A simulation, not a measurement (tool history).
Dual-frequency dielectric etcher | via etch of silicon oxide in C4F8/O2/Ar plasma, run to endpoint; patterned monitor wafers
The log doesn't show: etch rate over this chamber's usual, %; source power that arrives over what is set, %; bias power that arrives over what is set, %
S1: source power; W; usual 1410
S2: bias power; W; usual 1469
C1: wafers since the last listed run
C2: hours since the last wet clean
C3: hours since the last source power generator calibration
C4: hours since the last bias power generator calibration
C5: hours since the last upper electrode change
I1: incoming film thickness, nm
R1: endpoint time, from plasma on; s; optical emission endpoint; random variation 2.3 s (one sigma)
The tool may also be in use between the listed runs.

run   hour    S1    S2  C1     C2      C3      C4      C5      I1     R1
  1      0  1520  1337   0  345.1  2324.6  3079.7    2109  1733.6  407.8
  2    8.2  1520  1337  39  353.3  2332.8  3087.9  2117.2    1692  395.7
  3   16.3  1130  1189  38  361.4  2340.9    3096  2125.3  1686.3  448.4
  4   26.5  1130  1189  48  371.6  2351.1  3106.2  2135.5  1712.6  460.3
  5     42  1410  1469  74  387.1  2366.6  3121.7    2151  1700.9  396.9
  6   54.2  1410  1469  58  399.3  2378.8  3133.9  2163.2  1701.1  401.8
  7   61.2  1410  1469  33  406.3  2385.8  3140.9  2170.2  1704.6  399.6
  8   73.8  1410  1469  60  418.9  2398.4  3153.5  2182.8  1684.5  391.6
  9   89.6  1150  1469  75  434.7  2414.2  3169.3  2198.6  1701.4  433.3
 10  102.2  1410  1469  60  447.3  2426.8  3181.9  2211.2  1692.4  397.9
 11  108.9  1140  1747  32    454  2433.5  3188.6  2217.9  1721.8  424.4
 12  123.2  1510  1827  68  468.3  2447.8  3202.9  2232.2  1719.6  374.8
 13  129.7  1540  1299  31  474.8  2454.3  3209.4  2238.7  1710.2  396.1
 14  141.4  1510  1110  55  486.5    2466  3221.1  2250.4  1690.2    400
 15  157.6  1710  1469  77  502.7  2482.2  3237.3  2266.6    1700  371.9
 16  171.5  1410  1190  66  516.6  2496.1  3251.2  2280.5  1700.1  410.7
     206.8  -- upper electrode replaced
 17  207.3  1410  1120  56  552.4  2531.9    3287     0.5  1702.3  420.1
 18  207.7  1540  1820   1  552.8  2532.3  3287.4     0.9  1708.5    370
 19  227.6  1750  1653  95  572.7  2552.2  3307.3    20.8  1676.2  354.2
     243.7  -- source power generator calibrated
 20  244.2  1410  1469  60  589.3     0.5  3323.9    37.4  1697.9  394.2
 21  255.9  1740  1469  55    601    12.2  3335.6    49.1    1704  369.9
     278.2  -- bias power generator calibrated
     293.5  -- wet clean of the chamber
 22    294  1500  1703  89    0.5    50.3    15.8    87.2  1699.3  388.5
 23  294.4  1300  1220   1    0.9    50.7    16.2    87.6  1702.1  436.7
 24  303.3  1410  1469  42    9.8    59.6    25.1    96.5  1692.9  407.9
 25  316.7  1410  1469  64   23.2      73    38.5   109.9  1688.5  409.6
 26  332.2  1520  1340  74   38.7    88.5      54   125.4  1702.1  401.1
 27  344.4  1580  1360  58   50.9   100.7    66.2   137.6  1699.4  400.9
 28  353.3  1410  1469  42   59.8   109.6    75.1   146.5  1714.4    414
 29  369.6  1100  1711  77   76.1   125.9    91.4   162.8  1679.9  429.4
 30  385.7  1270  1663  76   92.2     142   107.5   178.9  1710.7  417.1
 31  400.2  1610  1569  69  106.7   156.5     122   193.4  1699.6  382.8
 32  408.5  1410  1469  39    115   164.8   130.3   201.7  1693.5  406.3
 33  421.5  1410  1469  62    128   177.8   143.3   214.7  1708.4  406.3
 34  428.7  1410  1469  34  135.2     185   150.5   221.9  1711.6    411

Measured less the same run without the tool's hidden state. The same run-to-run variation is in both; the gauge's scatter may not be:
run     R1
  1   -8.2
  2   -8.2
  3   -9.5
  4    -10
  5     -9
  6   -9.5
  7   -9.6
  8   -9.7
  9  -11.2
 10  -10.5
 11  -11.5
 12  -10.4
 13  -11.2
 14  -11.6
 15  -11.2
 16  -12.7
 17  -13.9
 18  -12.3
 19  -12.3
 20    -14
 21  -13.5
 22   -0.1
 23     +0
 24   -0.3
 25   -0.7
 26     -1
 27   -1.3
 28   -1.6
 29   -2.1
 30   -2.5
 31   -2.6
 32     -3
 33   -3.3
 34   -3.6

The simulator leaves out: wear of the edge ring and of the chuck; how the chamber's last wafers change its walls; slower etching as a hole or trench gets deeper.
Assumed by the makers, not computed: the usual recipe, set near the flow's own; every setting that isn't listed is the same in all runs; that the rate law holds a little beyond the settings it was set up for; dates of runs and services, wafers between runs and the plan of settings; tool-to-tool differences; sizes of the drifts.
